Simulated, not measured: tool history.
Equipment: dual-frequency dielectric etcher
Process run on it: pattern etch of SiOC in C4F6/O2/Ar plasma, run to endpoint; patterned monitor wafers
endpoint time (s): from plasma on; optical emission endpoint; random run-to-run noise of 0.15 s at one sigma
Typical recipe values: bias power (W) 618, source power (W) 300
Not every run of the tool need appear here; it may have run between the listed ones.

| run | hour | bias power (W) | source power (W) | wafers since the last listed run | hours since the last wet clean | hours since the last bias power generator calibration | hours since the last source power generator calibration | hours since the last upper electrode change | incoming incoming film thickness, nm | endpoint time (s) |
|---|---|---|---|---|---|---|---|---|---|---|
| 1 | 0.0 | 585 | 300 | 0 | 242.0 | 1339.8 | 4668.1 | 5113.1 | 46.41 | 17.0 |
| 2 | 22.4 | 585 | 300 | 238 | 264.4 | 1362.2 | 4690.5 | 5135.5 | 45.80 | 16.7 |
| 3 | 36.1 | 585 | 300 | 146 | 278.1 | 1375.9 | 4704.2 | 5149.2 | 45.97 | 17.0 |
| 4 | 52.4 | 695 | 300 | 173 | 294.4 | 1392.2 | 4720.5 | 5165.5 | 46.28 | 16.4 |
| 5 | 68.0 | 695 | 300 | 166 | 310.0 | 1407.8 | 4736.1 | 5181.1 | 46.78 | 16.5 |
| 6 | 81.5 | 695 | 300 | 143 | 323.5 | 1421.3 | 4749.6 | 5194.6 | 46.66 | 16.5 |
| 7 | 95.6 | 618 | 300 | 150 | 337.6 | 1435.4 | 4763.7 | 5208.7 | 46.36 | 17.0 |
| 8 | 117.6 | 618 | 300 | 234 | 359.6 | 1457.4 | 4785.7 | 5230.7 | 46.41 | 16.9 |
| 9 | 141.1 | 618 | 300 | 250 | 383.1 | 1480.9 | 4809.2 | 5254.2 | 45.69 | 16.9 |
| 10 | 156.5 | 618 | 300 | 164 | 398.5 | 1496.3 | 4824.6 | 5269.6 | 46.31 | 17.0 |
| 11 | 191.7 | 618 | 300 | 375 | 433.7 | 1531.5 | 4859.8 | 5304.8 | 46.49 | 16.9 |
| 12 | 214.0 | 618 | 300 | 237 | 456.0 | 1553.8 | 4882.1 | 5327.1 | 46.13 | 16.8 |
| 13 | 229.3 | 541 | 280 | 163 | 471.3 | 1569.1 | 4897.4 | 5342.4 | 46.05 | 17.6 |
| 14 | 261.5 | 618 | 300 | 343 | 503.5 | 1601.3 | 4929.6 | 5374.6 | 46.27 | 16.7 |
| 15 | 290.9 | 618 | 300 | 313 | 532.9 | 1630.7 | 4959.0 | 5404.0 | 45.43 | 16.0 |
|  | 295.2 | bias power generator calibrated |
|  | 329.0 | wet clean of the chamber |
| 16 | 329.5 | 506 | 340 | 113 | 0.5 | 34.3 | 4997.6 | 5442.6 | 46.03 | 17.6 |
| 17 | 336.1 | 519 | 330 | 70 | 7.1 | 40.9 | 5004.2 | 5449.2 | 46.51 | 17.9 |
|  | 350.6 | source power generator calibrated |
| 18 | 359.6 | 618 | 300 | 207 | 30.6 | 64.4 | 9.0 | 5472.7 | 46.21 | 17.4 |
|  | 394.3 | upper electrode replaced |
| 19 | 394.8 | 740 | 340 | 119 | 65.8 | 99.6 | 44.2 | 0.5 | 46.66 | 15.8 |
| 20 | 419.8 | 503 | 230 | 266 | 90.8 | 124.6 | 69.2 | 25.5 | 46.19 | 20.5 |
| 21 | 438.3 | 618 | 250 | 197 | 109.3 | 143.1 | 87.7 | 44.0 | 46.01 | 18.5 |
| 22 | 457.3 | 471 | 260 | 202 | 128.3 | 162.1 | 106.7 | 63.0 | 46.33 | 19.3 |
| 23 | 470.8 | 618 | 340 | 143 | 141.8 | 175.6 | 120.2 | 76.5 | 46.06 | 16.4 |
| 24 | 496.4 | 732 | 240 | 273 | 167.4 | 201.2 | 145.8 | 102.1 | 46.39 | 18.1 |
| 25 | 515.1 | 533 | 330 | 199 | 186.1 | 219.9 | 164.5 | 120.8 | 46.11 | 17.1 |

Each row is a separate what-if for the run after 25, all from the same tool condition, not one after another. Results?
| A | 515.5 | 541 | 300 | 4 | 186.5 | 220.3 | 164.9 | 121.2 | 46.31 | ? |
| B | 515.5 | 669 | 270 | 4 | 186.5 | 220.3 | 164.9 | 121.2 | 46.31 | ? |
| C | 515.5 | 752 | 370 | 4 | 186.5 | 220.3 | 164.9 | 121.2 | 46.31 | ? |
| D | 515.5 | 661 | 250 | 4 | 186.5 | 220.3 | 164.9 | 121.2 | 46.31 | ? |

| run | endpoint time (s) |
|---|---|
| A | 18.0 |
| B | 17.8 |
| C | 15.2 |
| D | 18.4 |
Had the tool no hidden state, the same runs would have come out as:
| run | endpoint time (s) |
|---|---|
| A | 18.2 |
| B | 17.9 |
| C | 15.4 |
| D | 18.6 |
